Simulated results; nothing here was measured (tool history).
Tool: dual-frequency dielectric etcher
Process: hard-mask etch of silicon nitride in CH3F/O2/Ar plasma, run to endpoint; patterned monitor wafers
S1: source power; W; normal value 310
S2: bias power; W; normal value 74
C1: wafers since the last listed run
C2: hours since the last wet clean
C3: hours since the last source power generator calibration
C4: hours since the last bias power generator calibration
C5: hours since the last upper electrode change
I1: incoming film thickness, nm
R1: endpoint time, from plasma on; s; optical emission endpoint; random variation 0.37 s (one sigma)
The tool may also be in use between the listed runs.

run	day	S1	S2	C1	C2	C3	C4	C5	I1	R1
1	0	330	74	0	529.3	2948.3	1424.3	4008.9	35.58	54.8
# day 2.454: wet clean of the chamber
2	3.621	330	74	759	28	3035.2	1511.2	4095.8	35.38	53
3	7.921	330	74	1246	131.2	3138.4	1614.4	4199	35.42	53.4
4	12.375	270	74	1291	238.1	3245.3	1721.3	4305.9	35.4	57.9
5	15.708	340	74	966	318.1	3325.3	1801.3	4385.9	35.13	53.8
6	19.471	340	74	1090	408.4	3415.6	1891.6	4476.2	35.4	54.2
7	21.367	340	74	549	453.9	3461.1	1937.1	4521.7	35.32	54.3
# day 26.042: wet clean of the chamber
8	26.062	310	74	1071	0.5	3573.8	2049.8	4634.4	35.39	53.8
9	29.125	310	74	887	74	3647.3	2123.3	4707.9	35.32	54.2
# day 30.933: source power generator calibrated
10	32.538	310	74	940	155.9	38.5	2205.2	4789.8	35.64	54.4
11	35.383	310	74	824	224.2	106.8	2273.5	4858.1	35.17	54.4
12	38.304	310	74	846	294.3	176.9	2343.6	4928.2	35.59	55.4
13	42.746	310	74	1287	400.9	283.5	2450.2	5034.8	35.48	55.2
# day 43.792: upper electrode replaced
14	44.692	310	74	274	447.6	330.2	2496.9	21.6	35.15	55.9
# day 45.821: wet clean of the chamber
15	48.096	310	74	696	54.6	411.9	2578.6	103.3	35.39	54.6
16	51.171	310	74	891	128.4	485.7	2652.4	177.1	35.46	55.3
17	54.817	270	82	1056	215.9	573.2	2739.9	264.6	35.5	57
18	58.233	330	84	990	297.9	655.2	2821.9	346.6	35.53	52.7
19	60.267	390	84	589	346.7	704	2870.7	395.4	35.56	50.3
20	63.221	370	68	856	417.6	774.9	2941.6	466.3	34.89	53.5
# day 64.046: bias power generator calibrated
21	67.15	250	80	1090	511.9	869.2	74.5	560.6	35.74	60.5

Estimate the outcome of run 22 from the log above:
# day 69.242: wet clean of the chamber
22	69.254	310	74	320	0.3	919.7	125	611.1	35.38	?

R1: 54.3 s
Minus the tool's unlogged condition, the same run would have read R1 54.1 s.

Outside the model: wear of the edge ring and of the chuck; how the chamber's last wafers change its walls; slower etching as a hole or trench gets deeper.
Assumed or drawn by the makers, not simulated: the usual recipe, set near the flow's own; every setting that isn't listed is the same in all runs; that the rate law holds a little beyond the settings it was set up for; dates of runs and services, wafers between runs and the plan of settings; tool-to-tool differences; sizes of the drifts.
